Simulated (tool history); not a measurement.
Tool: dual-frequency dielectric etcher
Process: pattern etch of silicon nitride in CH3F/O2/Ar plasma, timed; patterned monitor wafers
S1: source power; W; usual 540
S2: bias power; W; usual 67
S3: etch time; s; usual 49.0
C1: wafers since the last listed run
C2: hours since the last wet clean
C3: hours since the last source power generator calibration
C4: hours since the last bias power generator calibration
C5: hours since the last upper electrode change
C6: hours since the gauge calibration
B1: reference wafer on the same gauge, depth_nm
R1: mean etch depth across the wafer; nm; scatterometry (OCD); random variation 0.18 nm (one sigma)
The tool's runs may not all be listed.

Run 1, hour 0.0: usual settings; C1 0; C2 309.7; C3 791.3; C4 697.9; C5 3388.1; C6 421.0; B1 36.04. Result: R1 36.85 nm.
Run 2, hour 83.4: usual settings; C1 1136; C2 393.1; C3 874.7; C4 781.3; C5 3471.5; C6 504.4; B1 36.02. Result: R1 36.94 nm.
At hour 108.7: wet clean of the chamber.
Run 3, hour 185.4: usual settings; C1 1063; C2 76.7; C3 976.7; C4 883.3; C5 3573.5; C6 606.4; B1 35.99. Result: R1 37.07 nm.
Run 4, hour 334.4: usual settings; C1 2031; C2 225.7; C3 1125.7; C4 1032.3; C5 3722.5; C6 755.4; B1 36.00. Result: R1 36.95 nm.
Run 5, hour 380.0: usual settings; C1 621; C2 271.3; C3 1171.3; C4 1077.9; C5 3768.1; C6 801.0; B1 36.00. Result: R1 36.75 nm.
Run 6, hour 433.4: usual settings; C1 727; C2 324.7; C3 1224.7; C4 1131.3; C5 3821.5; C6 854.4; B1 35.97. Result: R1 36.70 nm.
At hour 477.2: wet clean of the chamber.
Run 7, hour 512.8: usual settings; C1 755; C2 35.6; C3 1304.1; C4 1210.7; C5 3900.9; C6 933.8; B1 35.95. Result: R1 36.80 nm.
Run 8, hour 560.9: usual settings but S3 54.5 s; C1 655; C2 83.7; C3 1352.2; C4 1258.8; C5 3949.0; C6 981.9; B1 35.97. Result: R1 40.98 nm.
Run 9, hour 603.8: usual settings but S1 490 W; C1 584; C2 126.6; C3 1395.1; C4 1301.7; C5 3991.9; C6 1024.8; B1 36.04. Result: R1 36.23 nm.
Run 10, hour 681.6: usual settings but S3 39.5 s; C1 1060; C2 204.4; C3 1472.9; C4 1379.5; C5 4069.7; C6 1102.6; B1 36.00. Result: R1 29.95 nm.
At hour 737.3: gauge calibrated.
Run 11, hour 739.2: usual settings; C1 785; C2 262.0; C3 1530.5; C4 1437.1; C5 4127.3; C6 1.9; B1 36.02. Result: R1 37.03 nm.
Run 12, hour 778.1: usual settings; C1 530; C2 300.9; C3 1569.4; C4 1476.0; C5 4166.2; C6 40.8; B1 35.96. Result: R1 36.88 nm.
Run 13, hour 834.4: usual settings but S1 620 W; C1 767; C2 357.2; C3 1625.7; C4 1532.3; C5 4222.5; C6 97.1; B1 35.97. Result: R1 38.49 nm.
At hour 911.1: wet clean of the chamber.
At hour 913.2: upper electrode replaced.
Run 14, hour 913.7: usual settings; C1 725; C2 2.6; C3 1705.0; C4 1611.6; C5 0.5; C6 176.4; B1 35.97. Result: R1 37.02 nm.
Run 15, hour 1002.9: usual settings but S1 630 W, S2 78 W, S3 35.0 s; C1 1215; C2 91.8; C3 1794.2; C4 1700.8; C5 89.7; C6 265.6; B1 36.00. Result: R1 29.00 nm.
At hour 1024.3: bias power generator calibrated.
Run 16, hour 1059.0: usual settings but S2 84 W; C1 710; C2 147.9; C3 1850.3; C4 34.7; C5 145.8; C6 321.7; B1 35.99. Result: R1 39.99 nm.
At hour 1089.7: source power generator calibrated.
Run 17, hour 1154.1: usual settings but S1 470 W, S2 54 W, S3 42.5 s; C1 1241; C2 243.0; C3 64.4; C4 129.8; C5 240.9; C6 416.8; B1 35.99. Result: R1 28.86 nm.
Run 18, hour 1227.3: usual settings but S3 43.5 s; C1 997; C2 316.2; C3 137.6; C4 203.0; C5 314.1; C6 490.0; B1 36.00. Result: R1 33.03 nm.
At hour 1294.9: wet clean of the chamber.
Run 19, hour 1295.4: usual settings but S1 630 W, S2 75 W, S3 62.5 s; C1 601; C2 0.5; C3 205.7; C4 271.1; C5 382.2; C6 558.1; B1 35.99. Result: R1 51.12 nm.
Run 20, hour 1338.7: usual settings but S2 72 W, S3 60.0 s; C1 590; C2 43.8; C3 249.0; C4 314.4; C5 425.5; C6 601.4; B1 35.98. Result: R1 46.43 nm.
Run 21, hour 1441.0: usual settings; C1 1394; C2 146.1; C3 351.3; C4 416.7; C5 527.8; C6 703.7; B1 35.99. Result: R1 36.72 nm.
Run 22, hour 1498.9: usual settings but S2 83 W, S3 56.0 s; C1 789; C2 204.0; C3 409.2; C4 474.6; C5 585.7; C6 761.6; B1 35.98. Result: R1 45.74 nm.

Forecast each of these 5 alternatives for the next run:
Run A, hour 1499.3: usual settings but S3 44.5 s; C1 5; C2 204.4; C3 409.6; C4 475.0; C5 586.1; C6 762.0; B1 ?. Result: R1 ?.
Run B, hour 1499.3: usual settings but S1 400 W, S2 57 W, S3 53.5 s; C1 5; C2 204.4; C3 409.6; C4 475.0; C5 586.1; C6 762.0; B1 ?. Result: R1 ?.
Run C, hour 1499.3: usual settings but S3 53.0 s; C1 5; C2 204.4; C3 409.6; C4 475.0; C5 586.1; C6 762.0; B1 ?. Result: R1 ?.
Run D, hour 1499.3: usual settings but S1 450 W; C1 5; C2 204.4; C3 409.6; C4 475.0; C5 586.1; C6 762.0; B1 ?. Result: R1 ?.
Run E, hour 1499.3: usual settings but S1 470 W, S3 45.0 s; C1 5; C2 204.4; C3 409.6; C4 475.0; C5 586.1; C6 762.0; B1 ?. Result: R1 ?.

run     B1     R1
  A  36.02  33.38
  B  36.02  35.44
  C  36.02  39.75
  D  36.02  35.29
  E  36.02  32.72
Without the tool's hidden state the same runs would have given:
run     R1
  A  33.38
  B  35.44
  C  39.75
  D  35.29
  E  32.72
